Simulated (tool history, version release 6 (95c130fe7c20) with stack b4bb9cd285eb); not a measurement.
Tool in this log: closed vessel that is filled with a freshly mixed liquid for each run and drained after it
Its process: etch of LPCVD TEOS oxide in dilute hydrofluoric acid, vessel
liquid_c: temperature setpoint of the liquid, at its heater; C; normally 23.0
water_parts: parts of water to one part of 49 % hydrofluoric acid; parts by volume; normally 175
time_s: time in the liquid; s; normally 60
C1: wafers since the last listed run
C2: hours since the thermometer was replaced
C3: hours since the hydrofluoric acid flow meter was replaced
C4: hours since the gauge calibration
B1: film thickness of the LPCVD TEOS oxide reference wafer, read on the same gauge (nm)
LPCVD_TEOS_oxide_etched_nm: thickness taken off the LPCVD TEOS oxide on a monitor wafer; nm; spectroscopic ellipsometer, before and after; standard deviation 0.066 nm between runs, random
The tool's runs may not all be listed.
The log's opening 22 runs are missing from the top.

run 23 day=25.646 | liquid_c=26.0 water_parts=175 time_s=70 | C1=2502 C2=326.7 C3=334.0 C4=97.4 | B1=39.99 | LPCVD_TEOS_oxide_etched_nm=20.44
run 24 day=26.692 | liquid_c=26.0 water_parts=115 time_s=80 | C1=3340 C2=351.8 C3=359.1 C4=122.5 | B1=39.99 | LPCVD_TEOS_oxide_etched_nm=38.70
run 25 day=27.871 | liquid_c=23.0 water_parts=175 time_s=60 | C1=3766 C2=380.1 C3=387.4 C4=150.8 | B1=40.02 | LPCVD_TEOS_oxide_etched_nm=15.74
run 26 day=29.025 | liquid_c=20.0 water_parts=210 time_s=70 | C1=3686 C2=407.8 C3=415.1 C4=178.5 | B1=39.99 | LPCVD_TEOS_oxide_etched_nm=13.18
run 27 day=30.225 | liquid_c=23.0 water_parts=175 time_s=60 | C1=3833 C2=436.6 C3=443.9 C4=207.3 | B1=40.00 | LPCVD_TEOS_oxide_etched_nm=15.78
run 28 day=31.462 | liquid_c=23.0 water_parts=200 time_s=60 | C1=3953 C2=466.3 C3=473.6 C4=237.0 | B1=39.97 | LPCVD_TEOS_oxide_etched_nm=13.43
run 29 day=32.112 | liquid_c=23.0 water_parts=175 time_s=35 | C1=2076 C2=481.9 C3=489.2 C4=252.6 | B1=40.04 | LPCVD_TEOS_oxide_etched_nm=9.29
run 30 day=32.925 | liquid_c=27.0 water_parts=130 time_s=80 | C1=2595 C2=501.4 C3=508.7 C4=272.1 | B1=39.99 | LPCVD_TEOS_oxide_etched_nm=34.76

3 ways to go on from here, each from the tool as it stands after run 30. What would each give?
run A day=32.954 | liquid_c=23.0 water_parts=175 time_s=60 | C1=93 C2=502.1 C3=509.4 C4=272.8 | B1=? | LPCVD_TEOS_oxide_etched_nm=?
run B day=32.954 | liquid_c=18.0 water_parts=205 time_s=35 | C1=93 C2=502.1 C3=509.4 C4=272.8 | B1=? | LPCVD_TEOS_oxide_etched_nm=?
run C day=32.954 | liquid_c=28.0 water_parts=175 time_s=30 | C1=93 C2=502.1 C3=509.4 C4=272.8 | B1=? | LPCVD_TEOS_oxide_etched_nm=?

run=A B1=39.99 LPCVD_TEOS_oxide_etched_nm=15.90
run=B B1=39.99 LPCVD_TEOS_oxide_etched_nm=6.32
run=C B1=39.99 LPCVD_TEOS_oxide_etched_nm=9.60
Stripped of hidden state, with their random variation kept, the same runs would have yielded:
run=A LPCVD_TEOS_oxide_etched_nm=16.13
run=B LPCVD_TEOS_oxide_etched_nm=6.43
run=C LPCVD_TEOS_oxide_etched_nm=9.71
